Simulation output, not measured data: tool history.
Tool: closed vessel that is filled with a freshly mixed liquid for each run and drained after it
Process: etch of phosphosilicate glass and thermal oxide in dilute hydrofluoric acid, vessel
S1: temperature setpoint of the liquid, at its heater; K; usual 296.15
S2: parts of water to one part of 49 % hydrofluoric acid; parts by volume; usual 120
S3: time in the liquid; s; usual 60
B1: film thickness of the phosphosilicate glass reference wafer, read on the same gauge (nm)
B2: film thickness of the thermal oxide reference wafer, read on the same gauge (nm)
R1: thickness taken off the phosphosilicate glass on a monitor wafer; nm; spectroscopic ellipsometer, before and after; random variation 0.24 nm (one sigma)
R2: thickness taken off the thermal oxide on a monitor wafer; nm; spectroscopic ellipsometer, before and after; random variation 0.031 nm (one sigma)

run	hour	S1	S2	S3	B1	B2	R1	R2
1	0.0	296.15	120	85	119.99	149.951	60.97	2.318
2	20.1	296.15	100	60	119.99	149.982	53.07	2.108
# hour 46.0: thermometer replaced
3	109.8	296.15	100	60	120.03	149.978	57.89	2.208
4	126.8	296.15	120	60	119.98	150.029	47.48	1.831
5	162.7	296.15	120	35	120.00	149.963	27.61	1.064
6	181.0	296.15	120	60	119.97	150.062	47.55	1.844
7	194.7	296.15	160	75	120.00	150.010	42.75	1.656
8	214.8	296.15	120	60	119.97	149.969	47.29	1.796
9	239.1	291.65	150	70	119.99	150.008	35.46	1.387
10	269.4	298.15	175	60	120.00	149.997	32.76	1.246
11	302.4	291.65	75	30	119.99	150.003	32.93	1.266
12	336.7	292.15	145	80	120.02	150.002	43.01	1.646
13	356.7	296.15	120	60	119.99	149.963	46.70	1.841
14	396.1	299.65	95	85	120.00	149.981	100.40	3.899
# hour 419.4: hydrofluoric acid flow meter replaced
15	445.7	298.65	150	35	119.98	150.006	23.19	0.892
# hour 447.9: gauge calibrated
16	471.8	296.15	120	70	120.01	150.030	54.46	2.118
17	489.8	299.65	95	85	119.99	150.019	99.30	3.740
18	515.7	296.15	120	30	120.01	149.968	23.18	0.905
19	541.0	293.15	170	60	119.99	150.022	27.59	1.062
20	566.4	293.15	70	60	120.01	149.970	74.35	2.846
21	589.1	296.15	120	60	120.02	149.998	46.73	1.813
22	621.5	296.15	75	80	120.00	150.038	104.89	4.094
23	725.9	299.15	95	90	119.99	150.017	101.92	3.925
24	757.0	291.65	175	40	120.00	149.984	16.43	0.634
25	778.0	299.65	120	35	119.99	149.998	30.70	1.172

Hidden state or all else? Some run-to-run changes of R1, split into what the settings, what came in and random variation would give without the hidden state, and what is left for the hidden state (with any gauge scatter that isn't in both results):
The hidden state here: liquid colder than its thermometer reads (K); hydrofluoric acid flow above the setpoint (%); gauge reads high (%).
Run 2 -> 3: thermometer replaced. R1 +4.82 nm: hidden state +5.46, all else -0.64.
Run 14 -> 15: S1 299.65 -> 298.65, S2 95 -> 150, S3 85 -> 35, hydrofluoric acid flow meter replaced. R1 -77.21 nm: hidden state +2.11, all else -79.32.
Run 23 -> 24: S1 299.15 -> 291.65, S2 95 -> 175, S3 90 -> 40. R1 -85.49 nm: hidden state +3.72, all else -89.21.

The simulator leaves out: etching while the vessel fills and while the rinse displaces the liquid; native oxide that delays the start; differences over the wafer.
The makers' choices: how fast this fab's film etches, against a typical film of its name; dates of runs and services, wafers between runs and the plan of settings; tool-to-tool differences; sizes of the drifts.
